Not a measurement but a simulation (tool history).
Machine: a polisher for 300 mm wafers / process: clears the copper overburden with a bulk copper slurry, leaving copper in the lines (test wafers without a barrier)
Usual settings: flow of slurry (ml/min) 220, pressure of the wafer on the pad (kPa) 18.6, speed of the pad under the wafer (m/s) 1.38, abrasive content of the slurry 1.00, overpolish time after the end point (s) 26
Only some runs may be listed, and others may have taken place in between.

| run | hour | flow of slurry (ml/min) | pressure of the wafer on the pad (kPa) | speed of the pad under the wafer (m/s) | abrasive content of the slurry | overpolish time after the end point (s) | incoming thickness of the incoming film, nm | time until the end point was called (s) | dishing of a wide line in a test structure (nm) |
|---|---|---|---|---|---|---|---|---|---|
| 1 | 0.0 | 265 | 18.6 | 1.38 | 1.00 | 26 | 856.7 | 72.0 | 54.6 |
|  | 1.0 | slurry nozzle cleaned |
| 2 | 17.5 | 265 | 18.6 | 1.38 | 1.00 | 26 | 837.4 | 69.6 | 53.2 |
| 3 | 29.5 | 185 | 18.6 | 1.38 | 1.00 | 26 | 841.3 | 75.5 | 54.1 |
| 4 | 60.5 | 185 | 18.6 | 1.38 | 1.00 | 26 | 831.2 | 74.0 | 52.8 |
| 5 | 71.0 | 220 | 18.6 | 1.38 | 1.00 | 26 | 839.7 | 71.5 | 53.1 |
| 6 | 84.8 | 220 | 18.6 | 1.38 | 1.00 | 26 | 841.4 | 71.6 | 55.0 |
|  | 102.5 | worn pad replaced by a new one |
| 7 | 103.0 | 220 | 18.6 | 1.38 | 1.00 | 26 | 834.7 | 70.2 | 52.5 |
| 8 | 114.8 | 295 | 20.0 | 1.38 | 1.00 | 14 | 827.6 | 64.2 | 50.8 |
| 9 | 127.6 | 220 | 18.6 | 1.38 | 1.20 | 26 | 840.6 | 67.5 | 54.2 |
| 10 | 141.6 | 190 | 18.6 | 1.38 | 1.10 | 26 | 832.4 | 69.7 | 54.3 |
| 11 | 149.3 | 165 | 18.6 | 1.58 | 1.00 | 26 | 837.0 | 66.5 | 53.4 |
| 12 | 158.3 | 190 | 18.6 | 1.38 | 1.10 | 26 | 833.9 | 69.5 | 53.9 |
|  | 160.8 | slurry blender recalibrated |
| 13 | 165.0 | 220 | 13.1 | 1.68 | 1.00 | 26 | 840.5 | 77.2 | 51.3 |
| 14 | 182.8 | 220 | 18.6 | 1.38 | 1.00 | 26 | 843.0 | 69.1 | 53.4 |
| 15 | 199.4 | 220 | 18.6 | 1.38 | 1.00 | 26 | 854.3 | 70.5 | 55.5 |
|  | 208.6 | worn pad replaced by a new one |
| 16 | 210.8 | 220 | 18.6 | 1.38 | 1.00 | 26 | 838.7 | 70.8 | 53.6 |
| 17 | 222.2 | 190 | 18.6 | 1.00 | 0.75 | 12 | 842.1 | 95.6 | 44.1 |
| 18 | 231.0 | 165 | 18.6 | 1.38 | 1.00 | 30 | 838.4 | 73.6 | 54.8 |
|  | 238.5 | head pressure recalibrated |
| 19 | 240.9 | 275 | 15.2 | 1.38 | 1.25 | 31 | 832.6 | 77.4 | 52.6 |
| 20 | 247.2 | 220 | 18.6 | 1.38 | 1.00 | 26 | 837.1 | 73.8 | 53.2 |
| 21 | 253.5 | 245 | 18.6 | 1.52 | 1.00 | 26 | 833.5 | 67.0 | 53.4 |
| 22 | 263.4 | 220 | 20.7 | 1.38 | 1.00 | 26 | 829.9 | 66.3 | 53.6 |
| 23 | 273.4 | 220 | 13.8 | 1.38 | 1.00 | 14 | 848.3 | 91.1 | 45.3 |
| 24 | 290.7 | 220 | 18.6 | 1.38 | 1.00 | 26 | 837.6 | 71.8 | 51.9 |
|  | 299.1 | worn pad replaced by a new one |
| 25 | 299.6 | 160 | 23.4 | 1.10 | 0.90 | 26 | 829.1 | 79.7 | 53.0 |
| 26 | 314.2 | 220 | 18.6 | 1.16 | 1.00 | 15 | 846.4 | 82.6 | 47.6 |
| 27 | 330.0 | 195 | 18.6 | 1.38 | 1.00 | 26 | 831.8 | 73.2 | 53.6 |

5 options for the next run, each taken on its own from the tool as it stands now. Forecast them:
| A | 330.4 | 285 | 18.6 | 1.38 | 1.00 | 26 | 847.4 | ? | ? |
| B | 330.4 | 220 | 18.6 | 1.38 | 1.10 | 26 | 847.4 | ? | ? |
| C | 330.4 | 220 | 18.6 | 1.38 | 1.25 | 26 | 847.4 | ? | ? |
| D | 330.4 | 250 | 18.6 | 1.38 | 1.00 | 10 | 847.4 | ? | ? |
| E | 330.4 | 150 | 16.5 | 1.38 | 1.00 | 31 | 847.4 | ? | ? |

| run | time until the end point was called (s) | dishing of a wide line in a test structure (nm) |
|---|---|---|
| A | 70.6 | 53.3 |
| B | 71.5 | 53.3 |
| C | 69.2 | 53.3 |
| D | 71.8 | 44.8 |
| E | 88.4 | 52.4 |
The same runs, with their run-to-run variation unchanged, on a tool lacking any hidden condition would have given:
| run | time until the end point was called (s) | dishing of a wide line in a test structure (nm) |
|---|---|---|
| A | 72.0 | 53.1 |
| B | 72.9 | 53.0 |
| C | 70.6 | 53.1 |
| D | 73.2 | 44.4 |
| E | 90.1 | 52.1 |

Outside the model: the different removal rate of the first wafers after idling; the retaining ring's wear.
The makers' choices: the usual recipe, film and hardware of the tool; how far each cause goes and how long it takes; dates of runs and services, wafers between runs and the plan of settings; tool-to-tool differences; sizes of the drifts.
